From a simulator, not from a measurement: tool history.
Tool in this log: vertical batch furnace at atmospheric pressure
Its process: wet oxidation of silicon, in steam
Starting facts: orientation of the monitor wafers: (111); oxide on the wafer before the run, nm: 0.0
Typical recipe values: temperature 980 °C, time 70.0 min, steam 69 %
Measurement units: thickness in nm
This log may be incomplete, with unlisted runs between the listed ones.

run	hour	temperature	time	steam	read-back reference wafer on the same gauge, thickness	thickness
1	0.0	980	70.0	63	356.08	366.04
2	41.5	980	70.0	63	355.96	366.38
# hour 201.6: gauge calibrated
3	231.8	980	70.0	63	355.91	367.21
4	326.9	980	82.5	75	355.97	458.33
5	402.9	980	70.0	69	356.03	390.11
6	600.6	980	70.0	69	355.74	392.14
7	673.1	980	70.0	69	355.99	391.36
8	756.2	980	70.0	69	355.98	391.76
# hour 841.6: steam generator serviced
9	842.1	980	88.5	69	355.93	456.32
10	896.1	980	88.5	69	355.98	457.20
11	952.6	980	88.5	69	355.99	458.28
12	1002.3	980	70.0	69	355.82	392.48
13	1078.7	980	70.0	69	356.01	394.28
14	1174.4	980	70.0	69	355.74	393.84
15	1251.1	980	70.0	60	356.15	360.64
16	1300.4	999	53.5	73	356.11	388.24
17	1396.3	980	80.0	69	355.87	431.67

Run 18 is up next; what results do you expect?
18	1473.0	980	80.5	79	?	?

{"run 18": {"read-back reference wafer on the same gauge, thickness": 356.09, "thickness": 470.78}}
Were there no unlogged condition in the tool, this run, its random variation unchanged, would have produced thickness 452.86 nm.

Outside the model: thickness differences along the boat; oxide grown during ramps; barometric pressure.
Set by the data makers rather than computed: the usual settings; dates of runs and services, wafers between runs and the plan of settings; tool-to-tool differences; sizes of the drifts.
